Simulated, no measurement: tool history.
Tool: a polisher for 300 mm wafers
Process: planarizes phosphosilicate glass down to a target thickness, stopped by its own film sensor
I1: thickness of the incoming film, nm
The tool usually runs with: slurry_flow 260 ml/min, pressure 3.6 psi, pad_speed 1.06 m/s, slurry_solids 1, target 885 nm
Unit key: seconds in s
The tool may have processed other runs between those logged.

Run 1, hour 0: usual settings but pad_speed 1.16 m/s; I1 1523.7. Result: seconds 59.8 s.
Run 2, hour 27.3: usual settings but pad_speed 1.16 m/s; I1 1542.1. Result: seconds 61.4 s.
Run 3, hour 50.5: usual settings; I1 1512.5. Result: seconds 63.1 s.
At hour 55.6: head pressure recalibrated.
Run 4, hour 68.6: usual settings; I1 1525.7. Result: seconds 65.2 s.
At hour 77.7: worn pad replaced by a new one.
Run 5, hour 89.1: usual settings; I1 1490.8. Result: seconds 63.2 s.
Run 6, hour 115: usual settings; I1 1507.1. Result: seconds 65.7 s.
Run 7, hour 131.8: usual settings; I1 1488.6. Result: seconds 63.5 s.
Run 8, hour 166.8: usual settings; I1 1513.3. Result: seconds 67.9 s.
Run 9, hour 189.3: usual settings but target 992 nm; I1 1516.2. Result: seconds 58.1 s.
Run 10, hour 211.9: usual settings; I1 1511.3. Result: seconds 65.9 s.
At hour 232.2: worn pad replaced by a new one, of another model than before.
Run 11, hour 243.5: usual settings but pad_speed 0.8 m/s, target 1015 nm; I1 1496.7. Result: seconds 56.1 s.
Run 12, hour 266.9: usual settings but pressure 4.8 psi; I1 1514.1. Result: seconds 57.6 s.
At hour 279.8: conditioning disc replaced and pad reconditioned.
Run 13, hour 280.3: usual settings but pad_speed 1.38 m/s; I1 1506.5. Result: seconds 50.3 s.
At hour 292: slurry blender recalibrated.
Run 14, hour 381: usual settings but slurry_flow 235 ml/min, pressure 4.7 psi, slurry_solids 1.2, target 974 nm; I1 1508.6. Result: seconds 44.5 s.
At hour 384.8: slurry nozzle cleaned.
Run 15, hour 411.7: usual settings but slurry_flow 190 ml/min, pad_speed 0.68 m/s, slurry_solids 1.25; I1 1500.4. Result: seconds 71.6 s.
At hour 417: worn pad replaced by a new one.
Run 16, hour 437.4: usual settings but slurry_flow 175 ml/min, pad_speed 0.7 m/s, slurry_solids 0.85, target 788 nm; I1 1527.6. Result: seconds 95.9 s.
Run 17, hour 470.1: usual settings but slurry_flow 300 ml/min, pressure 2.9 psi; I1 1475.7. Result: seconds 68.4 s.
Run 18, hour 486.8: usual settings; I1 1507.2. Result: seconds 64.3 s.
Run 19, hour 504.5: usual settings but pressure 4 psi, pad_speed 0.78 m/s, target 798 nm; I1 1487.4. Result: seconds 76.6 s.
Run 20, hour 534.5: usual settings; I1 1501.5. Result: seconds 65.7 s.
Run 21, hour 554.5: usual settings but pressure 4 psi; I1 1494.6. Result: seconds 61.4 s.
Run 22, hour 568.2: usual settings but slurry_flow 310 ml/min, target 769 nm; I1 1503.7. Result: seconds 76.4 s.
Run 23, hour 583.4: usual settings but slurry_flow 325 ml/min, pressure 2.7 psi, pad_speed 0.8 m/s, target 940 nm; I1 1543.2. Result: seconds 78.3 s.
At hour 595.5: worn pad replaced by a new one.
Run 24, hour 599.5: usual settings but pad_speed 1.44 m/s, target 696 nm; I1 1526.2. Result: seconds 78.5 s.
At hour 610.3: conditioning disc replaced and pad reconditioned.
Run 25, hour 630.5: usual settings; I1 1480.3. Result: seconds 58.2 s.
Run 26, hour 643.5: usual settings but slurry_flow 220 ml/min, pad_speed 0.78 m/s, slurry_solids 1.15, target 790 nm; I1 1508. Result: seconds 76.4 s.

Each run again, without the hidden state but with its own random variation kept:
The hidden state here: removal rate lost through wear of the pad, %; slurry flow missing at the pad, %; deviation of the head's pressure from its setpoint, %; abrasive missing from the slurry, %; time polished since the conditioner stopped cutting, s.
run  seconds
  1     55.8
  2     55.5
  3     56.2
  4     57.4
  5     54.9
  6     56.5
  7     54.2
  8     57.5
  9       49
 10     55.3
 11     47.7
 12     46.6
 13     49.4
 14     38.5
 15     63.6
 16     84.4
 17     59.4
 18     54.7
 19     65.6
 20     55.5
 21     51.2
 22     64.3
 23     68.4
 24     64.4
 25     54.4
 26     70.9
